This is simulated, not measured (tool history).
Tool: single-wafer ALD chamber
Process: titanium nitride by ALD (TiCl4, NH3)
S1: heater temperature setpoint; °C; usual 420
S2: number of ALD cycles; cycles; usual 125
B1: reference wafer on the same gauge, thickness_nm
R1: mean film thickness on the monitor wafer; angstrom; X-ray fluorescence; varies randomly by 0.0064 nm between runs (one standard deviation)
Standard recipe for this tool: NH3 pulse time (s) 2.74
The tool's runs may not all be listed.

{"run": 1, "hour": 0.0, "S1": 420, "S2": 109, "NH3 pulse time (s)": 2.1, "B1": 2.08, "R1": 22.3}
{"run": 2, "hour": 15.8, "S1": 420, "S2": 109, "NH3 pulse time (s)": 2.1, "B1": 2.08, "R1": 22.29}
{"run": 3, "hour": 30.1, "S1": 420, "S2": 109, "NH3 pulse time (s)": 2.1, "B1": 2.08, "R1": 22.21}
{"run": 4, "hour": 40.7, "S1": 414, "S2": 125, "NH3 pulse time (s)": 2.74, "B1": 2.08, "R1": 25.78}
{"run": 5, "hour": 57.8, "S1": 420, "S2": 125, "NH3 pulse time (s)": 2.74, "B1": 2.08, "R1": 25.66}
{"run": 6, "hour": 66.5, "S1": 412, "S2": 125, "NH3 pulse time (s)": 2.74, "B1": 2.08, "R1": 25.69}
{"run": 7, "hour": 81.1, "S1": 412, "S2": 125, "NH3 pulse time (s)": 2.74, "B1": 2.08, "R1": 25.68}
{"run": 8, "hour": 91.1, "S1": 420, "S2": 113, "NH3 pulse time (s)": 2.74, "B1": 2.08, "R1": 23.31}
{"run": 9, "hour": 99.9, "S1": 420, "S2": 106, "NH3 pulse time (s)": 2.74, "B1": 2.079, "R1": 21.76}
{"run": 10, "hour": 109.9, "S1": 420, "S2": 106, "NH3 pulse time (s)": 2.74, "B1": 2.08, "R1": 21.81}
{"run": 11, "hour": 125.2, "S1": 420, "S2": 106, "NH3 pulse time (s)": 2.74, "B1": 2.081, "R1": 21.8}
{"run": 12, "hour": 138.7, "S1": 420, "S2": 125, "NH3 pulse time (s)": 2.74, "B1": 2.081, "R1": 25.79}
{"run": 13, "hour": 150.2, "S1": 417, "S2": 125, "NH3 pulse time (s)": 2.74, "B1": 2.08, "R1": 25.65}
{"hour": 150.2, "done": "gauge calibrated"}
{"run": 14, "hour": 161.7, "S1": 420, "S2": 125, "NH3 pulse time (s)": 2.74, "B1": 2.08, "R1": 25.69}
{"run": 15, "hour": 172.2, "S1": 420, "S2": 125, "NH3 pulse time (s)": 1.68, "B1": 2.08, "R1": 25.17}
{"run": 16, "hour": 200.6, "S1": 420, "S2": 125, "NH3 pulse time (s)": 2.74, "B1": 2.08, "R1": 25.79}
{"run": 17, "hour": 208.5, "S1": 420, "S2": 125, "NH3 pulse time (s)": 1.68, "B1": 2.08, "R1": 25.22}
{"hour": 219.0, "done": "showerhead replaced"}
{"run": 18, "hour": 222.6, "S1": 406, "S2": 131, "NH3 pulse time (s)": 3.27, "B1": 2.079, "R1": 27.02}

What does the tool deliver on the next run?
{"hour": 231.1, "done": "thermocouple changed; heater temperature recalibrated"}
{"run": 19, "hour": 237.4, "S1": 420, "S2": 125, "NH3 pulse time (s)": 2.74, "B1": "?", "R1": "?"}

{"run 19": {"B1": 2.079, "R1": 25.69}}
Without the tool's hidden state the same run would have given R1 25.69 angstrom.

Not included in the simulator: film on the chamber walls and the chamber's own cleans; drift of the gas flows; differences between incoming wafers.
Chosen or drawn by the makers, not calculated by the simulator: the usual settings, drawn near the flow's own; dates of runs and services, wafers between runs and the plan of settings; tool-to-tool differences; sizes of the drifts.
